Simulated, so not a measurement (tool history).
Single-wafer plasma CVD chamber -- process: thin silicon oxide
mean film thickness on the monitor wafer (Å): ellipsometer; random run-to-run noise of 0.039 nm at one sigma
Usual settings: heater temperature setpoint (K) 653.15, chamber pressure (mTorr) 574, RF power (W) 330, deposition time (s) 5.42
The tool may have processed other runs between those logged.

run	hour	heater temperature setpoint (K)	chamber pressure (mTorr)	RF power (W)	deposition time (s)	read-back reference wafer on the same gauge, thickness_nm	mean film thickness on the monitor wafer (Å)
1	0.0	653.15	574	330	5.42	6.788	79.09
2	56.5	653.15	574	330	5.42	6.788	78.38
3	101.7	653.15	574	330	5.42	6.790	78.22
4	157.8	653.15	574	330	5.10	6.792	73.86
5	258.5	653.15	574	330	5.10	6.791	73.57
6	308.7	653.15	574	330	5.10	6.777	73.44
7	362.2	653.15	574	330	5.88	6.787	85.07
8	442.8	653.15	702	330	5.42	6.786	93.96
9	540.8	660.15	510	355	4.88	6.796	62.54
10	577.2	653.15	574	330	5.42	6.774	75.47
11	620.4	653.15	574	330	5.42	6.787	75.24
12	714.1	653.15	574	330	5.42	6.787	75.10
13	815.2	648.15	457	330	6.11	6.804	73.29
14	860.5	641.15	522	295	5.42	6.782	70.45
15	952.3	653.15	574	330	6.42	6.776	96.27
16	1059.4	653.15	574	330	4.80	6.776	71.66
17	1148.5	659.15	574	270	4.90	6.794	65.66
18	1221.8	653.15	574	330	5.42	6.785	80.24
19	1325.3	653.15	616	330	5.42	6.774	86.06
20	1381.8	653.15	450	305	5.42	6.784	60.01
21	1441.6	653.15	574	330	5.42	6.790	79.42
22	1523.8	653.15	574	350	6.33	6.776	95.97
23	1608.6	648.15	574	305	5.42	6.790	77.45
24	1675.3	653.15	441	330	5.42	6.791	60.69
25	1736.9	653.15	574	305	5.42	6.773	76.52
26	1784.7	653.15	708	330	6.27	6.779	113.73
27	1849.7	653.15	574	330	4.60	6.789	66.91

Removed from this log: 6 entries logged between the listed runs. Between which two listed runs does each belong, and how does the tool's hidden state at the listed run before it compare with that at the listed run after it?
Between runs 2 and 3: showerhead replaced (hour 101.2)
  true pressure above the setpoint (%): -3.51 -> -3.62
  what was measured, less what the result would be without the hidden state, mean film thickness on the monitor wafer (Å): -2.88 -> -2.98
Between runs 4 and 5: thermocouple changed; heater temperature recalibrated (hour 227.1)
  true pressure above the setpoint (%): -3.76 -> -4
  what was measured, less what the result would be without the hidden state, mean film thickness on the monitor wafer (Å): -2.92 -> -3.10
Between runs 7 and 8: capacitance manometer re-zeroed and calibrated (hour 408.3); RF generator calibrated (hour 418.9)
  true pressure above the setpoint (%): -4.26 -> -6.68
  what was measured, less what the result would be without the hidden state, mean film thickness on the monitor wafer (Å): -3.83 -> -6.49
Between runs 12 and 13: capacitance manometer re-zeroed and calibrated, repeated, since the last time left the tool worse (hour 811.0)
  true pressure above the setpoint (%): -7.34 -> -0.0647
  what was measured, less what the result would be without the hidden state, mean film thickness on the monitor wafer (Å): -6.02 -> -0.05
Between runs 18 and 19: gauge calibrated (hour 1223.0)
  true pressure above the setpoint (%): -1.05 -> -1.31
  what was measured, less what the result would be without the hidden state, mean film thickness on the monitor wafer (Å): -0.87 -> -1.11
